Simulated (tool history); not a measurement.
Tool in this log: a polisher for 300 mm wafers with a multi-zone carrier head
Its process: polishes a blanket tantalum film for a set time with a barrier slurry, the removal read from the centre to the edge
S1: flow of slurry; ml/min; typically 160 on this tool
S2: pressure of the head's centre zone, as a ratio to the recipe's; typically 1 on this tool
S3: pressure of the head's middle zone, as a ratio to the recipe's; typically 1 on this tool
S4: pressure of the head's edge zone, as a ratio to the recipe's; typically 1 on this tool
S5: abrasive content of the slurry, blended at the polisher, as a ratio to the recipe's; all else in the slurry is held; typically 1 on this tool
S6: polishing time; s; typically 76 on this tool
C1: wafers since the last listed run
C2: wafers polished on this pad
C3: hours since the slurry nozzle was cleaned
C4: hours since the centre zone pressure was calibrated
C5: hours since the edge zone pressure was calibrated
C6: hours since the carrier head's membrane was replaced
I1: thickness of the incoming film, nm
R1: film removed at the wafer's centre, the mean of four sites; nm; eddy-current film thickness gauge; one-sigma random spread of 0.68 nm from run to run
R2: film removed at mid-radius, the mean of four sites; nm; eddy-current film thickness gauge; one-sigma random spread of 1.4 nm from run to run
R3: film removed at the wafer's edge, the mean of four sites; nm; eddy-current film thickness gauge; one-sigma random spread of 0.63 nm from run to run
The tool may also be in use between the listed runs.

| run | day | S1 | S2 | S3 | S4 | S5 | S6 | C1 | C2 | C3 | C4 | C5 | C6 | I1 | R1 | R2 | R3 |
|---|---|---|---|---|---|---|---|---|---|---|---|---|---|---|---|---|---|
| 1 | 0 | 200 | 1 | 1 | 0.94 | 1 | 76 | 0 | 6 | 135.7 | 1237.1 | 438.6 | 1344.3 | 299 | 107.3 | 110.4 | 103.3 |
| 2 | 0.496 | 200 | 1 | 1 | 0.94 | 1 | 76 | 144 | 150 | 147.6 | 1249 | 450.5 | 1356.2 | 303.6 | 106.8 | 107.8 | 103.6 |
| 3 | 0.904 | 195 | 1 | 1 | 1 | 1 | 57 | 118 | 269 | 157.4 | 1258.8 | 460.3 | 1366 | 299.6 | 78.9 | 80.5 | 79.1 |
| 4 | 1.346 | 195 | 1 | 1 | 1 | 1 | 57 | 128 | 398 | 168 | 1269.4 | 470.9 | 1376.6 | 304.8 | 79.2 | 81.4 | 78.1 |
| 5 | 1.667 | 195 | 1 | 1 | 1 | 1 | 57 | 93 | 491 | 175.7 | 1277.1 | 478.6 | 1384.3 | 301 | 79.2 | 79.6 | 78.4 |
| 6 | 2.221 | 160 | 1 | 1 | 1 | 0.75 | 76 | 161 | 653 | 189 | 1290.4 | 491.9 | 1397.6 | 294.9 | 90 | 91 | 90.6 |
| 7 | 2.829 | 160 | 1 | 0.93 | 1 | 1.1 | 101 | 177 | 830 | 203.6 | 1305 | 506.5 | 1412.2 | 303.6 | 134.6 | 132 | 136.7 |
| 8 | 3.171 | 160 | 1 | 1 | 1.12 | 1 | 66 | 99 | 929 | 211.8 | 1313.2 | 514.7 | 1420.4 | 302 | 85.6 | 87.3 | 91.5 |
|  | 3.762 | centre zone pressure recalibrated |
| 9 | 3.854 | 140 | 1 | 1 | 1 | 0.9 | 54 | 174 | 1104 | 228.2 | 2.2 | 531.1 | 1436.8 | 303.2 | 64.7 | 66.5 | 66.7 |
|  | 4.233 | worn pad replaced by a new one |
| 10 | 4.379 | 160 | 1 | 1 | 1 | 1 | 76 | 104 | 42 | 240.8 | 14.8 | 543.7 | 1449.4 | 303 | 103.1 | 103.4 | 103.4 |
|  | 4.758 | edge zone pressure recalibrated |
| 11 | 4.779 | 140 | 1 | 1.04 | 1 | 0.85 | 76 | 92 | 134 | 250.4 | 24.4 | 0.5 | 1459 | 295.2 | 93.5 | 98.4 | 94.1 |
| 12 | 5.462 | 160 | 1 | 1 | 0.9 | 1 | 76 | 199 | 333 | 266.8 | 40.8 | 16.9 | 1475.4 | 305.2 | 98.9 | 102.4 | 97.8 |
|  | 5.888 | slurry nozzle cleaned |
| 13 | 5.983 | 160 | 1.07 | 1 | 0.88 | 1 | 76 | 139 | 473 | 2.3 | 53.3 | 29.4 | 1487.9 | 297.1 | 105.4 | 102.7 | 95.1 |
| 14 | 6.454 | 125 | 1 | 1 | 1 | 1.3 | 62 | 137 | 610 | 13.6 | 64.6 | 40.7 | 1499.2 | 300.2 | 81.9 | 84.2 | 83.8 |
|  | 6.7 | carrier head's membrane replaced by a new one |
| 15 | 6.721 | 160 | 1 | 1 | 1 | 1 | 76 | 16 | 627 | 20 | 71 | 47.1 | 0.5 | 299.3 | 99.5 | 97.7 | 100.9 |
| 16 | 7.1 | 160 | 1 | 0.95 | 1 | 1 | 68 | 110 | 737 | 29.1 | 80.1 | 56.2 | 9.6 | 298.4 | 88.8 | 85.1 | 88.4 |
| 17 | 7.538 | 160 | 1 | 1 | 1 | 1 | 76 | 127 | 865 | 39.6 | 90.6 | 66.7 | 20.1 | 297.2 | 97.6 | 99.7 | 99.3 |
| 18 | 8.167 | 160 | 1.07 | 0.94 | 1 | 1 | 76 | 183 | 1048 | 54.7 | 105.7 | 81.8 | 35.2 | 301 | 104.8 | 92.5 | 98.7 |
|  | 8.796 | worn pad replaced by a new one |
| 19 | 8.817 | 160 | 0.92 | 1 | 1.1 | 1 | 76 | 140 | 5 | 70.3 | 121.3 | 97.4 | 50.8 | 296.6 | 94.2 | 104.2 | 108 |
| 20 | 9.175 | 215 | 1.09 | 1.09 | 1 | 1 | 90 | 104 | 110 | 78.9 | 129.9 | 106 | 59.4 | 297.4 | 138.8 | 136 | 125.6 |
| 21 | 9.788 | 160 | 1 | 1 | 0.93 | 1 | 76 | 178 | 288 | 93.6 | 144.6 | 120.7 | 74.1 | 297.9 | 101.3 | 103.6 | 97.8 |
| 22 | 10.329 | 160 | 1 | 1 | 1 | 1 | 85 | 157 | 446 | 106.6 | 157.6 | 133.7 | 87.1 | 305.3 | 111.9 | 114.4 | 112.9 |

4 ways to go on from here, each from the tool as it stands after run 22. What would each give?
| A | 10.346 | 160 | 1 | 1 | 1 | 1 | 76 | 4 | 451 | 107 | 158 | 134.1 | 87.5 | 301.6 | ? | ? | ? |
| B | 10.346 | 160 | 1 | 1 | 1.1 | 1 | 54 | 4 | 451 | 107 | 158 | 134.1 | 87.5 | 301.6 | ? | ? | ? |
| C | 10.346 | 160 | 1 | 1 | 0.96 | 1 | 76 | 4 | 451 | 107 | 158 | 134.1 | 87.5 | 301.6 | ? | ? | ? |
| D | 10.346 | 180 | 1 | 1 | 1 | 1 | 76 | 4 | 451 | 107 | 158 | 134.1 | 87.5 | 301.6 | ? | ? | ? |

| run | R1 | R2 | R3 |
|---|---|---|---|
| A | 100.2 | 101 | 100.9 |
| B | 71.2 | 71.7 | 75.2 |
| C | 100.2 | 101 | 99 |
| D | 102.7 | 103.2 | 102.6 |
What these runs would have given with no unlogged condition in the tool:
| run | R1 | R2 | R3 |
|---|---|---|---|
| A | 102.8 | 103.5 | 103.5 |
| B | 73 | 73.5 | 77.1 |
| C | 102.8 | 103.5 | 101.5 |
| D | 105.3 | 105.8 | 105.2 |
